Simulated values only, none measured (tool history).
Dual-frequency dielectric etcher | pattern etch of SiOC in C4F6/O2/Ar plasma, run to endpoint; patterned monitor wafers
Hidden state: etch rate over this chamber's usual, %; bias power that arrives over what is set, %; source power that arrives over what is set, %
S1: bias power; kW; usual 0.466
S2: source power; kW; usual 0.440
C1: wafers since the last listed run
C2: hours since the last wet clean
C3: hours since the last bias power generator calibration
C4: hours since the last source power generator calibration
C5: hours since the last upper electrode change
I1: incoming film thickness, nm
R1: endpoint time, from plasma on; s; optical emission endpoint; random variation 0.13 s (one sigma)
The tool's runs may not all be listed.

Run 1, hour 0.0: usual settings but S1 0.384 kW, S2 0.510 kW; C1 0; C2 400.1; C3 1138.2; C4 2512.5; C5 4163.2; I1 50.2. Result: R1 15.3 s.
Run 2, hour 13.2: usual settings; C1 108; C2 413.3; C3 1151.4; C4 2525.7; C5 4176.4; I1 50.1. Result: R1 14.9 s.
Run 3, hour 24.2: usual settings; C1 90; C2 424.3; C3 1162.4; C4 2536.7; C5 4187.4; I1 50.2. Result: R1 14.9 s.
Run 4, hour 39.1: usual settings; C1 122; C2 439.2; C3 1177.3; C4 2551.6; C5 4202.3; I1 50.6. Result: R1 14.9 s.
Run 5, hour 56.8: usual settings but S2 0.360 kW; C1 145; C2 456.9; C3 1195.0; C4 2569.3; C5 4220.0; I1 50.2. Result: R1 15.8 s.
Run 6, hour 74.5: usual settings but S2 0.360 kW; C1 145; C2 474.6; C3 1212.7; C4 2587.0; C5 4237.7; I1 50.3. Result: R1 16.1 s.
Run 7, hour 88.5: usual settings; C1 115; C2 488.6; C3 1226.7; C4 2601.0; C5 4251.7; I1 50.2. Result: R1 14.7 s.
Run 8, hour 122.1: usual settings; C1 276; C2 522.2; C3 1260.3; C4 2634.6; C5 4285.3; I1 50.0. Result: R1 14.5 s.
At hour 156.1: wet clean of the chamber.
Run 9, hour 156.6: usual settings but S1 0.526 kW; C1 86; C2 0.5; C3 1294.8; C4 2669.1; C5 4319.8; I1 50.1. Result: R1 14.7 s.
Run 10, hour 156.9: usual settings but S1 0.526 kW; C1 2; C2 0.8; C3 1295.1; C4 2669.4; C5 4320.1; I1 49.8. Result: R1 14.8 s.
At hour 172.2: bias power generator calibrated.
Run 11, hour 172.7: usual settings but S1 0.526 kW; C1 97; C2 16.6; C3 0.5; C4 2685.2; C5 4335.9; I1 50.2. Result: R1 14.6 s.
Run 12, hour 192.9: usual settings but S1 0.413 kW, S2 0.380 kW; C1 166; C2 36.8; C3 20.7; C4 2705.4; C5 4356.1; I1 51.0. Result: R1 17.4 s.
Run 13, hour 225.1: usual settings but S1 0.413 kW, S2 0.380 kW; C1 264; C2 69.0; C3 52.9; C4 2737.6; C5 4388.3; I1 50.7. Result: R1 17.6 s.
Run 14, hour 242.8: usual settings but S1 0.413 kW, S2 0.380 kW; C1 145; C2 86.7; C3 70.6; C4 2755.3; C5 4406.0; I1 50.6. Result: R1 17.5 s.
Run 15, hour 251.9: usual settings; C1 74; C2 95.8; C3 79.7; C4 2764.4; C5 4415.1; I1 51.0. Result: R1 15.7 s.
Run 16, hour 259.4: usual settings; C1 61; C2 103.3; C3 87.2; C4 2771.9; C5 4422.6; I1 50.5. Result: R1 15.4 s.
Run 17, hour 272.8: usual settings but S1 0.570 kW; C1 110; C2 116.7; C3 100.6; C4 2785.3; C5 4436.0; I1 49.8. Result: R1 13.9 s.
Run 18, hour 287.2: usual settings but S2 0.490 kW; C1 118; C2 131.1; C3 115.0; C4 2799.7; C5 4450.4; I1 50.9. Result: R1 14.9 s.
Run 19, hour 302.0: usual settings; C1 121; C2 145.9; C3 129.8; C4 2814.5; C5 4465.2; I1 50.1. Result: R1 15.4 s.
At hour 341.1: source power generator calibrated.
Run 20, hour 347.5: usual settings but S1 0.405 kW; C1 341; C2 191.4; C3 175.3; C4 6.4; C5 4510.7; I1 49.9. Result: R1 16.2 s.
Run 21, hour 360.6: usual settings; C1 107; C2 204.5; C3 188.4; C4 19.5; C5 4523.8; I1 50.5. Result: R1 15.2 s.
At hour 392.6: upper electrode replaced.
Run 22, hour 393.1: usual settings; C1 69; C2 237.0; C3 220.9; C4 52.0; C5 0.5; I1 50.4. Result: R1 15.3 s.
Run 23, hour 393.4: usual settings but S2 0.500 kW; C1 2; C2 237.3; C3 221.2; C4 52.3; C5 0.8; I1 50.5. Result: R1 14.5 s.
Run 24, hour 394.2: usual settings but S1 0.525 kW, S2 0.410 kW; C1 6; C2 238.1; C3 222.0; C4 53.1; C5 1.6; I1 50.6. Result: R1 14.8 s.
Run 25, hour 405.0: usual settings but S1 0.578 kW, S2 0.530 kW; C1 88; C2 248.9; C3 232.8; C4 63.9; C5 12.4; I1 50.3. Result: R1 12.8 s.
Run 26, hour 419.9: usual settings; C1 122; C2 263.8; C3 247.7; C4 78.8; C5 27.3; I1 50.4. Result: R1 15.2 s.
Run 27, hour 427.7: usual settings but S1 0.414 kW, S2 0.410 kW; C1 64; C2 271.6; C3 255.5; C4 86.6; C5 35.1; I1 50.3. Result: R1 16.3 s.
Run 28, hour 435.6: usual settings but S1 0.365 kW, S2 0.340 kW; C1 64; C2 279.5; C3 263.4; C4 94.5; C5 43.0; I1 50.4. Result: R1 18.8 s.
Run 29, hour 442.1: usual settings; C1 53; C2 286.0; C3 269.9; C4 101.0; C5 49.5; I1 51.2. Result: R1 15.4 s.
Run 30, hour 455.2: usual settings but S1 0.526 kW; C1 107; C2 299.1; C3 283.0; C4 114.1; C5 62.6; I1 50.0. Result: R1 14.2 s.
Run 31, hour 470.8: usual settings but S1 0.376 kW, S2 0.400 kW; C1 128; C2 314.7; C3 298.6; C4 129.7; C5 78.2; I1 49.9. Result: R1 17.5 s.
Run 32, hour 487.2: usual settings; C1 134; C2 331.1; C3 315.0; C4 146.1; C5 94.6; I1 50.6. Result: R1 15.3 s.
Run 33, hour 503.2: usual settings but S1 0.522 kW, S2 0.520 kW; C1 131; C2 347.1; C3 331.0; C4 162.1; C5 110.6; I1 49.8. Result: R1 13.3 s.

Forecast each of these 5 alternatives for the next run:
Run A, hour 503.6: usual settings but S2 0.530 kW; C1 3; C2 347.5; C3 331.4; C4 162.5; C5 111.0; I1 50.0. Result: R1 ?.
Run B, hour 503.6: usual settings but S1 0.381 kW, S2 0.350 kW; C1 3; C2 347.5; C3 331.4; C4 162.5; C5 111.0; I1 50.0. Result: R1 ?.
Run C, hour 503.6: usual settings but S2 0.340 kW; C1 3; C2 347.5; C3 331.4; C4 162.5; C5 111.0; I1 50.0. Result: R1 ?.
Run D, hour 503.6: usual settings but S1 0.435 kW, S2 0.500 kW; C1 3; C2 347.5; C3 331.4; C4 162.5; C5 111.0; I1 50.0. Result: R1 ?.
Run E, hour 503.6: usual settings but S1 0.571 kW, S2 0.530 kW; C1 3; C2 347.5; C3 331.4; C4 162.5; C5 111.0; I1 50.0. Result: R1 ?.

run    R1
  A  13.7
  B  17.7
  C  16.3
  D  14.5
  E  12.5
Without the tool's hidden state the same runs would have given:
run    R1
  A  14.1
  B  18.1
  C  16.7
  D  14.9
  E  12.9

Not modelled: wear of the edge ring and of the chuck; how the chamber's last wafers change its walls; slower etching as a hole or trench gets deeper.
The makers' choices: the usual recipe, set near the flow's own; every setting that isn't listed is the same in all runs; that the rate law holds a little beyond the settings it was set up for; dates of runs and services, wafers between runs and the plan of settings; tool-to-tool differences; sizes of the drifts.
